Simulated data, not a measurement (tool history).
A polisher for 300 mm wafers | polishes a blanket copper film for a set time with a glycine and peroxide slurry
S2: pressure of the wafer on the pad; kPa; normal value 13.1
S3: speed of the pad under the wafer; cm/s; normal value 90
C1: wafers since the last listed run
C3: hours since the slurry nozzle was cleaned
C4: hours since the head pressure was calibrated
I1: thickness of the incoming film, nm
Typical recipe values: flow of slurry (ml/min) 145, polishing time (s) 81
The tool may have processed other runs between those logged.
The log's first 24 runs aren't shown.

Run 25, hour 562.3: usual settings but polishing time (s) 94; C1 467; wafers polished on this pad 946; C3 352; C4 181.9; I1 1747.6. Result: film removed (angstrom) 2885.
Run 26, hour 574.9: usual settings but flow of slurry (ml/min) 100, S2 17.9 kPa, S3 72 cm/s; C1 171; wafers polished on this pad 1118; C3 364.6; C4 194.5; I1 1704.9. Result: film removed (angstrom) 2483.
Run 27, hour 605.7: usual settings but flow of slurry (ml/min) 180, S2 14.5 kPa, S3 112 cm/s, polishing time (s) 63; C1 419; wafers polished on this pad 1537; C3 395.4; C4 225.3; I1 1727.8. Result: film removed (angstrom) 2374.
At hour 642.2: slurry nozzle cleaned.
At hour 696.6: worn pad replaced by a new one.
Run 28, hour 703.3: usual settings but flow of slurry (ml/min) 115, S3 114 cm/s; C1 1262; wafers polished on this pad 91; C3 61.1; C4 322.9; I1 1715.1. Result: film removed (angstrom) 2763.
Run 29, hour 730.3: usual settings but S3 80 cm/s; C1 368; wafers polished on this pad 459; C3 88.1; C4 349.9; I1 1723.8. Result: film removed (angstrom) 2387.
Run 30, hour 763.3: usual settings but S2 15.2 kPa; C1 449; wafers polished on this pad 909; C3 121.1; C4 382.9; I1 1725.4. Result: film removed (angstrom) 2722.
Run 31, hour 783.9: usual settings but S3 102 cm/s; C1 280; wafers polished on this pad 1189; C3 141.7; C4 403.5; I1 1741.2. Result: film removed (angstrom) 2688.
Run 32, hour 809.5: usual settings but flow of slurry (ml/min) 190, S2 11.7 kPa; C1 348; wafers polished on this pad 1538; C3 167.3; C4 429.1; I1 1732.1. Result: film removed (angstrom) 2492.
Run 33, hour 839.9: usual settings but flow of slurry (ml/min) 130, S3 118 cm/s, polishing time (s) 98; C1 414; wafers polished on this pad 1953; C3 197.7; C4 459.5; I1 1699.4. Result: film removed (angstrom) 3491.
Run 34, hour 875.5: usual settings but flow of slurry (ml/min) 105, S2 16.5 kPa, S3 62 cm/s, polishing time (s) 58; C1 485; wafers polished on this pad 2438; C3 233.3; C4 495.1; I1 1735.7. Result: film removed (angstrom) 1582.
Run 35, hour 898.5: usual settings; C1 313; wafers polished on this pad 2751; C3 256.3; C4 518.1; I1 1721.8. Result: film removed (angstrom) 2531.
Run 36, hour 914.1: usual settings but S2 9.7 kPa; C1 212; wafers polished on this pad 2964; C3 271.9; C4 533.7; I1 1728.4. Result: film removed (angstrom) 2237.
At hour 930.6: worn pad replaced by a new one.
Run 37, hour 931.1: usual settings but flow of slurry (ml/min) 180; C1 177; wafers polished on this pad 6; C3 288.9; C4 550.7; I1 1740.1. Result: film removed (angstrom) 2603.

Predict each of these 4 candidate next runs independently; none follows another, all start after run 37:
Run A, hour 931.5: usual settings but flow of slurry (ml/min) 170; C1 5; wafers polished on this pad 11; C3 289.3; C4 551.1; I1 1747.2. Result: film removed (angstrom) ?.
Run B, hour 931.5: usual settings but flow of slurry (ml/min) 105, S2 11 kPa, S3 68 cm/s, polishing time (s) 108; C1 5; wafers polished on this pad 11; C3 289.3; C4 551.1; I1 1747.2. Result: film removed (angstrom) ?.
Run C, hour 931.5: usual settings but S2 15.9 kPa, S3 110 cm/s; C1 5; wafers polished on this pad 11; C3 289.3; C4 551.1; I1 1747.2. Result: film removed (angstrom) ?.
Run D, hour 931.5: usual settings but S2 11.7 kPa, polishing time (s) 66; C1 5; wafers polished on this pad 11; C3 289.3; C4 551.1; I1 1747.2. Result: film removed (angstrom) ?.

run  film removed (angstrom)
  A                     2584
  B                     2596
  C                     3077
  D                     1959
What these runs would have given with no unlogged condition in the tool:
run  film removed (angstrom)
  A                     2584
  B                     2596
  C                     3077
  D                     1959
